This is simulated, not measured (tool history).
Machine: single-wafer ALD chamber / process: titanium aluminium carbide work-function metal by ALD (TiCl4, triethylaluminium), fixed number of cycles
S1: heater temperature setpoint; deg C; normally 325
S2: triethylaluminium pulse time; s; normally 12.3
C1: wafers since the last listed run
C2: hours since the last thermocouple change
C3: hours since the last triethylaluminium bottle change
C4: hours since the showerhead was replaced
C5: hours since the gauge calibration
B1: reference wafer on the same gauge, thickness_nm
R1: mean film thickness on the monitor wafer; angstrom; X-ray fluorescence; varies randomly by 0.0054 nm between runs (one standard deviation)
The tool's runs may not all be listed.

| run | hour | S1 | S2 | C1 | C2 | C3 | C4 | C5 | B1 | R1 |
|---|---|---|---|---|---|---|---|---|---|---|
| 1 | 0 | 325 | 12.3 | 0 | 2762.1 | 472.8 | 2587.1 | 39.4 | 2.229 | 19.54 |
| 2 | 9 | 325 | 12.3 | 81 | 2771.1 | 481.8 | 2596.1 | 48.4 | 2.229 | 19.44 |
| 3 | 22.3 | 325 | 12.3 | 120 | 2784.4 | 495.1 | 2609.4 | 61.7 | 2.229 | 19.4 |
| 4 | 34.2 | 325 | 12.3 | 107 | 2796.3 | 507 | 2621.3 | 73.6 | 2.23 | 19.33 |
| 5 | 49.5 | 325 | 12.3 | 138 | 2811.6 | 522.3 | 2636.6 | 88.9 | 2.229 | 19.31 |
| 6 | 97.6 | 325 | 10.34 | 434 | 2859.7 | 570.4 | 2684.7 | 137 | 2.229 | 17.73 |
|  | 130 | showerhead replaced, of another model than before |
|  | 131 | triethylaluminium bottle replaced |
| 7 | 131.5 | 329 | 12.3 | 224 | 2893.6 | 0.5 | 1.5 | 170.9 | 2.228 | 21.88 |
| 8 | 134.2 | 329 | 12.3 | 24 | 2896.3 | 3.2 | 4.2 | 173.6 | 2.232 | 21.83 |
| 9 | 146.9 | 312 | 13.69 | 114 | 2909 | 15.9 | 16.9 | 186.3 | 2.23 | 20.39 |
|  | 157.5 | thermocouple changed; heater temperature recalibrated |
| 10 | 159.9 | 332 | 9.97 | 45 | 2.4 | 28.9 | 29.9 | 199.3 | 2.229 | 21.7 |
|  | 174.4 | gauge calibrated |
| 11 | 204.4 | 329 | 14.96 | 402 | 46.9 | 73.4 | 74.4 | 30 | 2.229 | 22.07 |
| 12 | 212.9 | 325 | 12.3 | 76 | 55.4 | 81.9 | 82.9 | 38.5 | 2.231 | 21.38 |
| 13 | 222 | 325 | 12.3 | 82 | 64.5 | 91 | 92 | 47.6 | 2.231 | 21.37 |
| 14 | 228.2 | 319 | 9.68 | 56 | 70.7 | 97.2 | 98.2 | 53.8 | 2.232 | 20.17 |

Forecast run 15:
| 15 | 244 | 319 | 14.6 | 142 | 86.5 | 113 | 114 | 69.6 | ? | ? |

{"run 15": {"B1": 2.231, "R1": 21.04}}
With the hidden condition absent and the run-to-run variation left alone, this run would have shown R1 21.19 angstrom.

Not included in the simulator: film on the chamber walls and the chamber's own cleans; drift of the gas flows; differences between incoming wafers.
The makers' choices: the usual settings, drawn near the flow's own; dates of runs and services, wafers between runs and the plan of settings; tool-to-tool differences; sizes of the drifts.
